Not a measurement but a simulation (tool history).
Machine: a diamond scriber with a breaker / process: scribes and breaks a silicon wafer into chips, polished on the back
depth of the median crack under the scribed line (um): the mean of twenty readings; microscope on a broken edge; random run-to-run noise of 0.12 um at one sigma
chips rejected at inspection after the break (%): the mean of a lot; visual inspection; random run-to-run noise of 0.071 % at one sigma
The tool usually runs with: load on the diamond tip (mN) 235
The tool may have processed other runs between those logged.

run   hour  load on the diamond tip (mN)  incoming depth of the damage left on the back of the incoming wafer, um  depth of the median crack under the scribed line (um)  chips rejected at inspection after the break (%)
  1      0                           235                                                                     0.03                                                   7.02                                              1.74
  2   15.8                           196                                                                     0.02                                                   6.32                                              5.11
  3   31.5                           196                                                                     0.04                                                   6.32                                              5.52
  4   54.7                           235                                                                     0.02                                                   6.81                                              2.41
  5     74                           235                                                                     0.03                                                   6.54                                              2.82
  6  102.5                           235                                                                     0.01                                                   6.63                                              3.01
  7  130.4                           235                                                                     0.02                                                   6.58                                              3.29
  8  166.2                           235                                                                     0.02                                                   6.47                                              3.26
  9  195.3                           235                                                                     0.03                                                    6.5                                              3.57
 10  218.7                           290                                                                     0.02                                                   7.43                                              1.46
     244.1  -- diamond tip replaced by a new one
 11  254.1                           290                                                                     0.04                                                   8.24                                              3.33
 12  281.1                           235                                                                     0.02                                                   7.47                                              1.51
 13  303.9                           235                                                                     0.03                                                   7.09                                              1.74
 14  329.4                           235                                                                     0.03                                                      7                                              1.94
 15  356.9                           262                                                                     0.05                                                   7.38                                              1.55
 16  375.8                           262                                                                     0.03                                                   7.66                                              1.36
 17  409.7                           235                                                                     0.01                                                   6.83                                              2.22
 18  433.2                           235                                                                     0.03                                                   6.73                                               2.3
 19  460.8                           235                                                                     0.01                                                   6.91                                              2.19
     483.6  -- diamond tip replaced by a new one
 20  489.9                           235                                                                     0.01                                                   7.36                                              1.38
 21  522.2                           235                                                                     0.02                                                   7.19                                              1.49
 22  551.2                           235                                                                     0.05                                                   7.27                                              1.54
     564.1  -- load on the tip recalibrated
 23  574.7                           235                                                                     0.03                                                   6.88                                              2.45
 24  589.8                           273                                                                     0.02                                                   7.42                                              1.56
 25  621.4                           188                                                                     0.02                                                   5.85                                               8.3
 26  650.8                           177                                                                     0.04                                                   5.81                                              11.3
 27  685.9                           187                                                                     0.03                                                   5.84                                              8.92
 28  704.1                           235                                                                     0.04                                                   6.37                                              3.47
 29  725.4                           202                                                                     0.03                                                   5.97                                              7.09
 30  756.9                           267                                                                     0.03                                                   7.05                                              1.98
     762.6  -- diamond tip replaced by a new one
 31  776.1                           266                                                                     0.03                                                   7.94                                              2.33
 32  796.3                           178                                                                     0.05                                                   6.28                                              5.63
 33  812.6                           235                                                                     0.04                                                   6.94                                              1.55
 34  834.8                           168                                                                     0.04                                                   5.93                                              8.87
 35  857.5                           209                                                                     0.04                                                   6.49                                              3.38
 36  870.3                           204                                                                     0.04                                                   6.59                                              3.98
 37  899.3                           189                                                                     0.04                                                   6.08                                              6.37
 38  932.2                           203                                                                     0.01                                                   6.32                                              4.45
 39  947.7                           282                                                                     0.02                                                   7.68                                              1.66
 40  972.5                           275                                                                     0.03                                                   7.47                                              1.43
 41    991                           299                                                                     0.02                                                   7.89                                              2.04
 42   1015                           255                                                                     0.04                                                   7.44                                              1.51

Alternative continuations, all from the tool just after run 42; predict every row:
  A  1015.6                           172                                                                     0.02                                                      ?                                                 ?
  B  1015.6                           270                                                                     0.02                                                      ?                                                 ?
  C  1015.6                           166                                                                     0.02                                                      ?                                                 ?
  D  1015.6                           305                                                                     0.02                                                      ?                                                 ?

run  depth of the median crack under the scribed line (um)  chips rejected at inspection after the break (%)
  A                                                   5.67                                              9.38
  B                                                   7.29                                              1.43
  C                                                   5.56                                              10.6
  D                                                   7.83                                              2.24
With no hidden state in the tool, these same runs would have given:
run  depth of the median crack under the scribed line (um)  chips rejected at inspection after the break (%)
  A                                                    6.1                                              5.42
  B                                                   7.85                                              2.29
  C                                                   5.98                                              6.33
  D                                                   8.42                                              4.48
